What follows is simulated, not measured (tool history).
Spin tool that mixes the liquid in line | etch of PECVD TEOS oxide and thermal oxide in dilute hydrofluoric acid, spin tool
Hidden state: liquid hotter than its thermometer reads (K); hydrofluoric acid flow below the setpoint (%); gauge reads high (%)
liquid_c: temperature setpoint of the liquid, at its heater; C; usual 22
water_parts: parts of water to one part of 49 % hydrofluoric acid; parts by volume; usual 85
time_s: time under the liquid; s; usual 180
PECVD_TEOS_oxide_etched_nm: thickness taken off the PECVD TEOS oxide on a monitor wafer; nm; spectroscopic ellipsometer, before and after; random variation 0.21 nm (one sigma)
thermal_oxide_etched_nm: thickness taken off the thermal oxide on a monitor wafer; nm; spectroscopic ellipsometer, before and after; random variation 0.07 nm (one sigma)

run,hour,liquid_c,water_parts,time_s,wafers since the last listed run,hours since the thermometer was replaced,hours since the hydrofluoric acid flow meter was replaced,hours since the gauge calibration,"read-back film thickness of the PECVD TEOS oxide reference wafer, read on the same gauge (nm)","read-back film thickness of the thermal oxide reference wafer, read on the same gauge (nm)",PECVD_TEOS_oxide_etched_nm,thermal_oxide_etched_nm
1,0,22,85,180,0,1499.1,2034.5,19.9,150,149.99,35.6,11.05
2,19.8,22,105,180,162,1518.9,2054.3,39.7,150,150.01,28.22,8.77
3,61.3,22,105,180,340,1560.4,2095.8,81.2,150.02,149.99,28.23,8.81
4,89.3,22,105,180,229,1588.4,2123.8,109.2,149.99,149.98,28.31,8.74
5,104.6,22,85,180,125,1603.7,2139.1,124.5,150,150,35.8,11.33
6,137.9,22,85,180,273,1637,2172.4,157.8,149.99,150.02,36.11,11.28
7,157.2,20.5,110,235,158,1656.3,2191.7,177.1,149.98,150.01,33.13,10.35
8,177.3,22,70,180,164,1676.4,2211.8,197.2,150.01,150,44.51,13.95
# hour 189.8: thermometer replaced
9,205.9,22,85,180,226,16.1,2240.4,225.8,149.98,150.02,33.46,10.45
10,222.3,22,85,270,134,32.5,2256.8,242.2,149.99,149.99,51.02,15.74
11,252.9,19.5,85,90,250,63.1,2287.4,272.8,150,149.98,15.22,4.73
12,271.3,22,115,180,150,81.5,2305.8,291.2,150.01,149.99,24.47,7.5
13,299.1,22,85,180,227,109.3,2333.6,319,150,150.02,34.2,10.58
14,324.9,24.5,120,280,211,135.1,2359.4,344.8,150.01,150,39.86,12.28
# hour 331.1: hydrofluoric acid flow meter replaced
15,346.5,22,85,110,168,156.7,15.4,366.4,150.01,149.99,20.97,6.52
16,378.7,22,85,135,264,188.9,47.6,398.6,149.99,149.98,25.43,7.91
17,407.2,22,110,220,233,217.4,76.1,427.1,150,150,31.27,9.69
18,426.8,22,85,235,160,237,95.7,446.7,149.98,149.99,44.12,13.71
19,501.6,22,85,235,613,311.8,170.5,521.5,150.01,149.97,44.75,13.98
20,530.7,20.5,110,180,238,340.9,199.6,550.6,149.99,149.98,24.14,7.48
21,560,24.5,85,215,240,370.2,228.9,579.9,149.99,149.99,45.1,14.17
22,588.9,19,65,180,236,399.1,257.8,608.8,150,150,40.48,12.67
23,617,17.5,105,145,230,427.2,285.9,636.9,150.01,149.99,18.01,5.67

The next listed run, before its measurement:
24,636.6,22,85,180,160,446.8,305.5,656.5,?,?,?,?

{"run 24": {"read-back film thickness of the PECVD TEOS oxide reference wafer, read on the same gauge (nm)": 149.98, "read-back film thickness of the thermal oxide reference wafer, read on the same gauge (nm)": 149.98, "PECVD_TEOS_oxide_etched_nm": 34.76, "thermal_oxide_etched_nm": 10.81}}
Without the tool's hidden state the same run would have given PECVD_TEOS_oxide_etched_nm 33.65 nm, thermal_oxide_etched_nm 10.47 nm.
